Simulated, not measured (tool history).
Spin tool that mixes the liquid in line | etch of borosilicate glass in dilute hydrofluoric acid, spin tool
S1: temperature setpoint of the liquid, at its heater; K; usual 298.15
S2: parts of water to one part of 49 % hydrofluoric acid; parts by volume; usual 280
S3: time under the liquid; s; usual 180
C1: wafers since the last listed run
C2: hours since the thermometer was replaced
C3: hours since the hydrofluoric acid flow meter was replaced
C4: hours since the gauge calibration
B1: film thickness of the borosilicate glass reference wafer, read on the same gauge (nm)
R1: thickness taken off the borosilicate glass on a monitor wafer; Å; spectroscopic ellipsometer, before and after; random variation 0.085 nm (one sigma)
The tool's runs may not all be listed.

run 1 hour=0.0 | S1=298.15 S2=280 S3=245 | C1=0 C2=162.0 C3=2362.8 C4=82.5 | B1=80.02 | R1=220.0
run 2 hour=59.5 | S1=298.15 S2=280 S3=245 | C1=489 C2=221.5 C3=2422.3 C4=142.0 | B1=80.02 | R1=220.8
run 3 hour=83.1 | S1=298.15 S2=280 S3=245 | C1=194 C2=245.1 C3=2445.9 C4=165.6 | B1=80.02 | R1=218.2
run 4 hour=114.1 | S1=298.15 S2=280 S3=180 | C1=255 C2=276.1 C3=2476.9 C4=196.6 | B1=80.02 | R1=160.5
run 5 hour=128.4 | S1=298.15 S2=280 S3=180 | C1=117 C2=290.4 C3=2491.2 C4=210.9 | B1=79.97 | R1=161.9
run 6 hour=152.6 | S1=298.15 S2=280 S3=180 | C1=199 C2=314.6 C3=2515.4 C4=235.1 | B1=79.99 | R1=162.5
run 7 hour=172.3 | S1=301.15 S2=280 S3=180 | C1=162 C2=334.3 C3=2535.1 C4=254.8 | B1=80.02 | R1=177.6
run 8 hour=195.0 | S1=298.15 S2=280 S3=180 | C1=186 C2=357.0 C3=2557.8 C4=277.5 | B1=79.98 | R1=160.5
-- hour=225.2 gauge calibrated
run 9 hour=230.0 | S1=293.15 S2=370 S3=110 | C1=288 C2=392.0 C3=2592.8 C4=4.8 | B1=79.99 | R1=56.6
run 10 hour=254.3 | S1=301.15 S2=150 S3=100 | C1=200 C2=416.3 C3=2617.1 C4=29.1 | B1=80.04 | R1=213.9
run 11 hour=274.3 | S1=302.15 S2=280 S3=225 | C1=164 C2=436.3 C3=2637.1 C4=49.1 | B1=80.00 | R1=228.2
-- hour=294.1 hydrofluoric acid flow meter replaced
run 12 hour=299.4 | S1=296.65 S2=245 S3=180 | C1=198 C2=461.4 C3=5.3 C4=74.2 | B1=80.01 | R1=180.2
run 13 hour=313.3 | S1=298.15 S2=280 S3=180 | C1=114 C2=475.3 C3=19.2 C4=88.1 | B1=79.99 | R1=159.7
run 14 hour=335.3 | S1=298.15 S2=280 S3=180 | C1=181 C2=497.3 C3=41.2 C4=110.1 | B1=80.02 | R1=159.4
-- hour=360.4 thermometer replaced
run 15 hour=429.8 | S1=301.65 S2=195 S3=255 | C1=769 C2=69.4 C3=135.7 C4=204.6 | B1=80.01 | R1=407.8
run 16 hour=460.9 | S1=298.15 S2=380 S3=180 | C1=255 C2=100.5 C3=166.8 C4=235.7 | B1=80.02 | R1=108.7

How the hidden state differs across the entries between the runs, from the last listed run before each to the first after it:
Between runs 8 and 9: gauge calibrated (hour 225.2)
  liquid colder than its thermometer reads (K): 0.613 -> 0.665
  measured less the result without the state, R1: -3.4 -> -1.4 Å
Between runs 11 and 12: hydrofluoric acid flow meter replaced (hour 294.1)
  liquid colder than its thermometer reads (K): 0.731 -> 0.768
  measured less the result without the state, R1: -5.5 -> -5.1 Å
Between runs 14 and 15: thermometer replaced (hour 360.4)
  liquid colder than its thermometer reads (K): 0.822 -> 0.256
  measured less the result without the state, R1: -4.6 -> -3.8 Å

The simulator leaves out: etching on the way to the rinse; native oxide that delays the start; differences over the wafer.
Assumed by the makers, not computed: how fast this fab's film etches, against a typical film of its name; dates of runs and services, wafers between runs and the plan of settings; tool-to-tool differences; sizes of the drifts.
